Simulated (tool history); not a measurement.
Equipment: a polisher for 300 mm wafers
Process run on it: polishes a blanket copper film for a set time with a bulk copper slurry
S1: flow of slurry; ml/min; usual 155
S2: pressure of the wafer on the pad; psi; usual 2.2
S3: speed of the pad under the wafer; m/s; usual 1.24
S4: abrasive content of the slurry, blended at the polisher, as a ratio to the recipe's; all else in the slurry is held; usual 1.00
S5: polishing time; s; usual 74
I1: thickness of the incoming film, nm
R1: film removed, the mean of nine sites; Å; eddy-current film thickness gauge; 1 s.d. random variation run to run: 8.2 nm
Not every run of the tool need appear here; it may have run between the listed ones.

{"run": 1, "hour": 0.0, "S1": 155, "S2": 2.2, "S3": 1.24, "S4": 1.0, "S5": 74, "I1": 3967.0, "R1": 6517}
{"hour": 17.4, "done": "worn pad replaced by a new one"}
{"run": 2, "hour": 17.9, "S1": 155, "S2": 2.2, "S3": 1.24, "S4": 1.0, "S5": 74, "I1": 3937.7, "R1": 6512}
{"run": 3, "hour": 31.9, "S1": 155, "S2": 2.2, "S3": 1.24, "S4": 1.0, "S5": 74, "I1": 3991.4, "R1": 6380}
{"run": 4, "hour": 58.8, "S1": 155, "S2": 2.2, "S3": 1.24, "S4": 1.0, "S5": 63, "I1": 4016.7, "R1": 5427}
{"run": 5, "hour": 72.9, "S1": 155, "S2": 2.2, "S3": 1.24, "S4": 1.0, "S5": 74, "I1": 3984.6, "R1": 6268}
{"hour": 83.4, "done": "worn pad replaced by a new one"}
{"run": 6, "hour": 88.5, "S1": 155, "S2": 2.2, "S3": 1.24, "S4": 1.0, "S5": 74, "I1": 3903.1, "R1": 6177}
{"run": 7, "hour": 102.6, "S1": 155, "S2": 2.2, "S3": 1.24, "S4": 1.0, "S5": 74, "I1": 3932.9, "R1": 6013}
{"run": 8, "hour": 114.4, "S1": 155, "S2": 2.2, "S3": 1.24, "S4": 1.0, "S5": 74, "I1": 4058.7, "R1": 6095}
{"hour": 120.5, "done": "head pressure recalibrated"}
{"run": 9, "hour": 128.7, "S1": 155, "S2": 2.2, "S3": 1.24, "S4": 1.0, "S5": 74, "I1": 3971.8, "R1": 6117}
{"run": 10, "hour": 143.3, "S1": 155, "S2": 2.2, "S3": 1.24, "S4": 1.0, "S5": 74, "I1": 3929.1, "R1": 6162}
{"hour": 149.8, "done": "worn pad replaced by a new one"}
{"run": 11, "hour": 159.0, "S1": 155, "S2": 2.2, "S3": 1.24, "S4": 1.0, "S5": 74, "I1": 3898.1, "R1": 5987}
{"run": 12, "hour": 166.4, "S1": 155, "S2": 2.2, "S3": 1.24, "S4": 1.0, "S5": 74, "I1": 3988.4, "R1": 5987}
{"run": 13, "hour": 198.2, "S1": 155, "S2": 2.2, "S3": 1.24, "S4": 1.0, "S5": 74, "I1": 4008.3, "R1": 5879}
{"run": 14, "hour": 212.0, "S1": 205, "S2": 2.2, "S3": 1.24, "S4": 1.0, "S5": 56, "I1": 3935.1, "R1": 4713}
{"hour": 217.1, "done": "worn pad replaced by a new one"}
{"run": 15, "hour": 224.3, "S1": 120, "S2": 2.2, "S3": 1.66, "S4": 0.85, "S5": 84, "I1": 3942.4, "R1": 7436}
{"hour": 243.2, "done": "slurry blender recalibrated"}
{"run": 16, "hour": 243.7, "S1": 155, "S2": 2.2, "S3": 1.36, "S4": 1.1, "S5": 95, "I1": 3976.1, "R1": 8849}
{"hour": 247.7, "done": "slurry nozzle cleaned"}
{"run": 17, "hour": 255.9, "S1": 155, "S2": 2.2, "S3": 1.24, "S4": 0.9, "S5": 74, "I1": 3970.7, "R1": 6920}
{"run": 18, "hour": 264.8, "S1": 155, "S2": 2.2, "S3": 1.24, "S4": 1.0, "S5": 74, "I1": 3953.8, "R1": 6923}
{"run": 19, "hour": 272.8, "S1": 140, "S2": 2.2, "S3": 0.86, "S4": 0.75, "S5": 86, "I1": 3938.3, "R1": 5248}
{"run": 20, "hour": 284.2, "S1": 155, "S2": 3.0, "S3": 1.24, "S4": 1.0, "S5": 74, "I1": 3894.9, "R1": 9413}
{"hour": 298.7, "done": "worn pad replaced by a new one"}
{"run": 21, "hour": 299.5, "S1": 180, "S2": 2.4, "S3": 0.94, "S4": 0.7, "S5": 74, "I1": 4017.0, "R1": 5578}
{"run": 22, "hour": 310.0, "S1": 125, "S2": 2.2, "S3": 1.48, "S4": 0.8, "S5": 74, "I1": 3967.9, "R1": 7475}
{"run": 23, "hour": 317.6, "S1": 140, "S2": 2.2, "S3": 1.24, "S4": 1.0, "S5": 74, "I1": 4015.6, "R1": 6934}
{"run": 24, "hour": 328.2, "S1": 155, "S2": 1.7, "S3": 1.24, "S4": 0.8, "S5": 97, "I1": 4018.0, "R1": 6833}
{"run": 25, "hour": 337.2, "S1": 155, "S2": 1.4, "S3": 1.24, "S4": 1.0, "S5": 74, "I1": 3985.0, "R1": 4555}
{"run": 26, "hour": 345.6, "S1": 155, "S2": 3.0, "S3": 1.24, "S4": 1.0, "S5": 74, "I1": 3923.2, "R1": 9459}
{"run": 27, "hour": 356.6, "S1": 155, "S2": 2.2, "S3": 1.24, "S4": 1.0, "S5": 74, "I1": 3924.5, "R1": 6762}

Below are 4 alternative next runs, each starting from the tool's condition after run 27. Predict each:
{"run": "A", "hour": 357.0, "S1": 155, "S2": 2.2, "S3": 1.24, "S4": 1.25, "S5": 74, "I1": 3988.4, "R1": "?"}
{"run": "B", "hour": 357.0, "S1": 155, "S2": 2.7, "S3": 1.54, "S4": 1.0, "S5": 74, "I1": 3988.4, "R1": "?"}
{"run": "C", "hour": 357.0, "S1": 155, "S2": 2.2, "S3": 1.24, "S4": 0.8, "S5": 50, "I1": 3988.4, "R1": "?"}
{"run": "D", "hour": 357.0, "S1": 155, "S2": 2.2, "S3": 1.24, "S4": 1.2, "S5": 74, "I1": 3988.4, "R1": "?"}

run=A R1=7285
run=B R1=10619
run=C R1=4510
run=D R1=7225
Take away the tool's hidden state, keep each run's random variation, and the runs would have read:
run=A R1=7502
run=B R1=10934
run=C R1=4644
run=D R1=7440
